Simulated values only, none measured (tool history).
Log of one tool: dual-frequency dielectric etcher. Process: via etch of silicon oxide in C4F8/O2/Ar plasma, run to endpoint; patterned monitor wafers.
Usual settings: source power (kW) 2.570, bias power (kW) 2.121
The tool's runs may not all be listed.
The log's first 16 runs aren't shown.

run    hour  source power (kW)  bias power (kW)  incoming incoming film thickness, nm  endpoint time (s)
 17   857.0              2.820            2.403                                1851.3              288.1
 18   910.4              2.570            2.420                                1856.2              293.1
 19   953.1              2.570            1.897                                1858.3              318.9
 20  1003.4              2.750            2.121                                1855.4              301.1
 21  1033.7              2.570            2.121                                1851.5              305.6
     1067.0  -- bias power generator calibrated
 22  1077.8              2.570            2.121                                1876.1              310.4
 23  1135.9              2.570            2.121                                1850.5              305.3
     1174.6  -- wet clean of the chamber
 24  1207.3              2.290            1.910                                1851.1              329.4
 25  1272.9              2.320            2.364                                1854.2              307.0
 26  1309.6              2.090            1.980                                1851.5              332.9
 27  1335.9              2.570            2.420                                1848.7              295.4
 28  1385.1              2.570            2.121                                1858.9              308.8
 29  1429.2              2.570            2.121                                1853.1              307.2
 30  1466.6              2.730            2.121                                1836.7              298.6
 31  1529.0              3.160            2.121                                1861.3              290.1
     1585.9  -- wet clean of the chamber
 32  1586.4              2.570            2.635                                1872.0              289.8
 33  1590.3              1.940            1.646                                1866.2              364.6
 34  1662.2              2.870            2.644                                1844.6              275.4
 35  1727.6              2.820            2.598                                1869.8              280.8

Forecast each of these 4 alternatives for the next run:
  A  1728.1              2.570            1.750                                1840.4                  ?
  B  1728.1              2.810            1.934                                1840.4                  ?
  C  1728.1              2.570            1.905                                1840.4                  ?
  D  1728.1              3.010            1.925                                1840.4                  ?

run  endpoint time (s)
  A              323.8
  B              305.8
  C              315.0
  D              300.4
Without the tool's hidden state the same runs would have given:
run  endpoint time (s)
  A              327.8
  B              309.6
  C              318.9
  D              304.0
